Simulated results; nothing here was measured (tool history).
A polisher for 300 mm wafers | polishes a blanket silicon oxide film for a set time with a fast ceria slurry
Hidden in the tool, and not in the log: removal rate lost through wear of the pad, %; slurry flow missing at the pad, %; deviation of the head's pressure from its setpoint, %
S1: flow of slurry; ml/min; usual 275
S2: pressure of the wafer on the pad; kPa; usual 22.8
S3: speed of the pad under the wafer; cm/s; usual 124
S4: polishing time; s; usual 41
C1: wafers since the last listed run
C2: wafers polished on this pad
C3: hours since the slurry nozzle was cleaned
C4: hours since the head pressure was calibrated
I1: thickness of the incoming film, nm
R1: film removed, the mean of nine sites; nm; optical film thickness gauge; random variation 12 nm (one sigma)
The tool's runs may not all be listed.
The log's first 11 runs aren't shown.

Run 12, day 6.546: usual settings but S3 158 cm/s; C1 607; C2 1143; C3 721.9; C4 433.8; I1 2683.8. Result: R1 1371.5 nm.
At day 6.742: worn pad replaced by a new one.
Run 13, day 7.117: usual settings but S2 18.6 kPa; C1 129; C2 120; C3 735.6; C4 447.5; I1 2700.9. Result: R1 875.4 nm.
At day 7.517: slurry nozzle cleaned.
Run 14, day 7.825: usual settings but S2 18.6 kPa; C1 214; C2 334; C3 7.4; C4 464.5; I1 2662.8. Result: R1 876.8 nm.
Run 15, day 8.375: usual settings; C1 176; C2 510; C3 20.6; C4 477.7; I1 2668.3. Result: R1 1096.2 nm.
Run 16, day 8.962: usual settings but S1 355 ml/min, S2 25.5 kPa; C1 188; C2 699; C3 34.7; C4 491.8; I1 2643.3. Result: R1 1254.8 nm.
Run 17, day 9.633: usual settings but S2 17.9 kPa, S3 156 cm/s, S4 45 s; C1 215; C2 914; C3 50.8; C4 507.9; I1 2670.4. Result: R1 1191.7 nm.
At day 10.192: worn pad replaced by a new one.
Run 18, day 10.371: usual settings but S2 26.2 kPa, S3 96 cm/s; C1 183; C2 58; C3 68.5; C4 525.6; I1 2699.5. Result: R1 975.4 nm.
Run 19, day 10.638: usual settings but S1 315 ml/min, S3 158 cm/s; C1 85; C2 143; C3 74.9; C4 532.0; I1 2633.1. Result: R1 1384.3 nm.
At day 11.179: head pressure recalibrated.
Run 20, day 11.200: usual settings but S3 156 cm/s, S4 37 s; C1 153; C2 297; C3 88.4; C4 0.5; I1 2651.2. Result: R1 1223.2 nm.
Run 21, day 11.608: usual settings but S1 180 ml/min, S2 30.3 kPa, S3 110 cm/s, S4 46 s; C1 131; C2 428; C3 98.2; C4 10.3; I1 2648.7. Result: R1 1345.9 nm.
Run 22, day 12.046: usual settings but S4 54 s; C1 140; C2 569; C3 108.7; C4 20.8; I1 2693.8. Result: R1 1413.5 nm.
Run 23, day 12.562: usual settings but S3 96 cm/s, S4 30 s; C1 165; C2 735; C3 121.1; C4 33.2; I1 2650.5. Result: R1 612.5 nm.
Run 24, day 13.029: usual settings but S1 370 ml/min, S3 82 cm/s, S4 46 s; C1 149; C2 884; C3 132.3; C4 44.4; I1 2669.6. Result: R1 829.8 nm.
At day 13.317: worn pad replaced by a new one.
Run 25, day 13.592: usual settings; C1 127; C2 88; C3 145.8; C4 57.9; I1 2699.4. Result: R1 1079.6 nm.
Run 26, day 14.338: usual settings but S2 15.2 kPa, S4 46 s; C1 239; C2 328; C3 163.7; C4 75.8; I1 2693.4. Result: R1 814.6 nm.
Run 27, day 14.750: usual settings but S3 154 cm/s; C1 132; C2 460; C3 173.6; C4 85.7; I1 2692.7. Result: R1 1355.9 nm.
Run 28, day 15.371: usual settings; C1 199; C2 660; C3 188.5; C4 100.6; I1 2695.5. Result: R1 1072.2 nm.
Run 29, day 15.846: usual settings but S3 96 cm/s, S4 50 s; C1 152; C2 812; C3 199.9; C4 112.0; I1 2633.0. Result: R1 1043.2 nm.
At day 16.229: worn pad replaced by a new one.
Run 30, day 16.242: usual settings but S2 15.9 kPa, S3 166 cm/s; C1 73; C2 4; C3 209.4; C4 121.5; I1 2665.6. Result: R1 1032.2 nm.
Run 31, day 16.975: usual settings; C1 235; C2 239; C3 227.0; C4 139.1; I1 2695.4. Result: R1 1097.3 nm.

5 ways to go on from here, each from the tool as it stands after run 31. What would each give?
Run A, day 16.992: usual settings but S4 47 s; C1 5; C2 244; C3 227.4; C4 139.5; I1 2707.1. Result: R1 ?.
Run B, day 16.992: usual settings but S4 32 s; C1 5; C2 244; C3 227.4; C4 139.5; I1 2707.1. Result: R1 ?.
Run C, day 16.992: usual settings but S3 138 cm/s, S4 34 s; C1 5; C2 244; C3 227.4; C4 139.5; I1 2707.1. Result: R1 ?.
Run D, day 16.992: usual settings but S1 235 ml/min, S2 27.6 kPa, S3 90 cm/s, S4 51 s; C1 5; C2 244; C3 227.4; C4 139.5; I1 2707.1. Result: R1 ?.
Run E, day 16.992: usual settings but S1 195 ml/min, S2 28.3 kPa, S3 136 cm/s, S4 34 s; C1 5; C2 244; C3 227.4; C4 139.5; I1 2707.1. Result: R1 ?.

run      R1
  A  1253.2
  B   853.2
  C  1008.9
  D  1174.4
  E  1180.3
Without the tool's hidden state the same runs would have given:
run      R1
  A  1253.2
  B   853.2
  C  1008.9
  D  1174.4
  E  1180.3
